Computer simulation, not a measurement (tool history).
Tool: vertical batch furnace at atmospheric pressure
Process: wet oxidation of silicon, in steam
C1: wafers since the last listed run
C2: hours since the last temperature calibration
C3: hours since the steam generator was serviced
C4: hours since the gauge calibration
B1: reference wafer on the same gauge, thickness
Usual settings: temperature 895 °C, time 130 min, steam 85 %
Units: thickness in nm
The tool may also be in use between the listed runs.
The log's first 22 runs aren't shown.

{"run": 23, "hour": 481.8, "temperature": 895, "time": 182, "steam": 85, "C1": 262, "C2": 271.1, "C3": 204.5, "C4": 132.6, "B1": 257.19, "thickness": 366.74}
{"run": 24, "hour": 511.4, "temperature": 910, "time": 108.5, "steam": 85, "C1": 342, "C2": 300.7, "C3": 234.1, "C4": 162.2, "B1": 256.76, "thickness": 288.67}
{"run": 25, "hour": 524.4, "temperature": 888, "time": 164, "steam": 85, "C1": 150, "C2": 313.7, "C3": 247.1, "C4": 175.2, "B1": 256.68, "thickness": 308.73}
{"run": 26, "hour": 553.7, "temperature": 874, "time": 130, "steam": 75, "C1": 339, "C2": 343, "C3": 276.4, "C4": 204.5, "B1": 256.52, "thickness": 188.71}
{"run": 27, "hour": 578.4, "temperature": 886, "time": 153.5, "steam": 82, "C1": 285, "C2": 367.7, "C3": 301.1, "C4": 229.2, "B1": 256.18, "thickness": 275.13}
{"run": 28, "hour": 610.6, "temperature": 872, "time": 158.5, "steam": 85, "C1": 372, "C2": 399.9, "C3": 333.3, "C4": 261.4, "B1": 255.89, "thickness": 241.37}
{"run": 29, "hour": 636.2, "temperature": 895, "time": 103.5, "steam": 85, "C1": 296, "C2": 425.5, "C3": 358.9, "C4": 287, "B1": 255.7, "thickness": 230.23}
{"run": 30, "hour": 663.8, "temperature": 895, "time": 130, "steam": 85, "C1": 319, "C2": 453.1, "C3": 386.5, "C4": 314.6, "B1": 255.68, "thickness": 278.05}

3 ways to go on from here, each from the tool as it stands after run 30. What would each give?
{"run": "A", "hour": 669.7, "temperature": 895, "time": 130, "steam": 75, "C1": 68, "C2": 459, "C3": 392.4, "C4": 320.5, "B1": "?", "thickness": "?"}
{"run": "B", "hour": 669.7, "temperature": 920, "time": 178, "steam": 85, "C1": 68, "C2": 459, "C3": 392.4, "C4": 320.5, "B1": "?", "thickness": "?"}
{"run": "C", "hour": 669.7, "temperature": 895, "time": 67, "steam": 85, "C1": 68, "C2": 459, "C3": 392.4, "C4": 320.5, "B1": "?", "thickness": "?"}

run=A B1=255.66 thickness=250.04
run=B B1=255.66 thickness=464.29
run=C B1=255.66 thickness=159.22
Without the tool's hidden state the same runs would have given:
run=A thickness=252.44
run=B thickness=468.74
run=C thickness=160.75
